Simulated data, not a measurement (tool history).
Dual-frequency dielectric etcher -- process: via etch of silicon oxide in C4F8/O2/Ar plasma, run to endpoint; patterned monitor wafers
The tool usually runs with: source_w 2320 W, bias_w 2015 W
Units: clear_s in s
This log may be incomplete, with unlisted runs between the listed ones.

run,hour,source_w,bias_w,wafers since the last listed run,hours since the last wet clean,hours since the last source power generator calibration,hours since the last bias power generator calibration,hours since the last upper electrode change,"incoming incoming film thickness, nm",clear_s
1,0,2320,1685,0,437.5,1563.3,2254.4,4672.6,865.4,157.6
2,39.9,2320,1685,262,477.4,1603.2,2294.3,4712.5,857.4,155.9
3,140,2320,2015,658,577.5,1703.3,2394.4,4812.6,859.4,147.8
4,187.5,2320,2252,312,625,1750.8,2441.9,4860.1,870.3,146.9
# hour 245.5: bias power generator calibrated
# hour 257.7: wet clean of the chamber
# hour 259.4: upper electrode replaced
5,259.9,2320,2185,358,2.2,1823.2,14.4,0.5,864.2,152.5
6,275.4,2320,2185,101,17.7,1838.7,29.9,16,863.9,152
7,535.7,2440,1667,1711,278,2099,290.2,276.3,862.6,153.4
8,605.6,2440,1667,459,347.9,2168.9,360.1,346.2,872.4,153.9
9,680.3,2320,2015,491,422.6,2243.6,434.8,420.9,854.9,148.9
10,733.4,2320,2015,349,475.7,2296.7,487.9,474,866.3,151.7
11,857.5,2320,2015,815,599.8,2420.8,612,598.1,861.1,147.9
# hour 922.6: wet clean of the chamber
12,923.1,2320,2015,273,0.5,2486.4,677.6,663.7,859.8,153.1
13,1010.3,2320,1641,573,87.7,2573.6,764.8,750.9,860.7,158.5
14,1066,2670,2364,366,143.4,2629.3,820.5,806.6,857.7,136.9
# hour 1071.9: source power generator calibrated
15,1117.3,2110,1800,311,194.7,45.4,871.8,857.9,859.5,162.3
16,1184.4,2320,2015,441,261.8,112.5,938.9,925,854.7,149.3
17,1239.6,2320,1721,362,317,167.7,994.1,980.2,868.9,156.8
18,1281.5,2690,2015,275,358.9,209.6,1036,1022.1,853.9,136.7
19,1384.1,1840,1525,674,461.5,312.2,1138.6,1124.7,865.3,183.2
20,1422.1,2090,1547,249,499.5,350.2,1176.6,1162.7,864.6,166.5
21,1480.5,2610,2460,383,557.9,408.6,1235,1221.1,866.5,134.6
22,1548.6,2850,2424,447,626,476.7,1303.1,1289.2,864.6,126.4
# hour 1580.9: wet clean of the chamber
23,1611,2440,1667,252,30.1,539.1,1365.5,1351.6,873.4,155.2
24,1666.2,2320,2015,362,85.3,594.3,1420.7,1406.8,854.7,153.3
25,1732.9,2320,2015,438,152,661,1487.4,1473.5,862.3,152.7
26,1820.2,2010,2495,574,239.3,748.3,1574.7,1560.8,859.1,157.8
27,1881.1,2050,2284,400,300.2,809.2,1635.6,1621.7,869.6,160.7
28,1955.1,2320,2015,486,374.2,883.2,1709.6,1695.7,869.8,152.3
29,1995.7,2780,2180,266,414.8,923.8,1750.2,1736.3,861.3,132.8
30,2057.7,2580,2276,407,476.8,985.8,1812.2,1798.3,867.1,139
31,2101.3,2100,2386,286,520.4,1029.4,1855.8,1841.9,863.6,151.2
32,2193.5,2320,2015,606,612.6,1121.6,1948,1934.1,862.6,149.3
# hour 2263.7: wet clean of the chamber
33,2264.2,2160,2442,307,0.5,1192.3,2018.7,2004.8,856.7,154.4
34,2478.7,2320,1721,1410,215,1406.8,2233.2,2219.3,863.2,156.6

How would selected steps in clear_s from run to run divide? Give the signed amount a tool lacking its hidden state would still show from settings, what came in and random variation, and the signed amount left for the hidden state, including any gauge scatter that is not in both of the compared results.
What the log doesn't record here: etch rate over this chamber's usual, %; source power that arrives over what is set, %; bias power that arrives over what is set, %.
Run 4 -> 5: bias_w 2252 -> 2185, bias power generator calibrated, wet clean of the chamber, upper electrode replaced. clear_s +5.6 s: hidden state +5.8, all else -0.2.
Run 18 -> 19: source_w 2690 -> 1840, bias_w 2015 -> 1525. clear_s +46.5 s: hidden state -2.5, all else +49.
Run 20 -> 21: source_w 2090 -> 2610, bias_w 1547 -> 2460. clear_s -31.9 s: hidden state +0.7, all else -32.6.
Run 22 -> 23: source_w 2850 -> 2440, bias_w 2424 -> 1667, wet clean of the chamber. clear_s +28.8 s: hidden state +5.2, all else +23.6.
Run 32 -> 33: source_w 2320 -> 2160, bias_w 2015 -> 2442, wet clean of the chamber. clear_s +5.1 s: hidden state +6.5, all else -1.4.
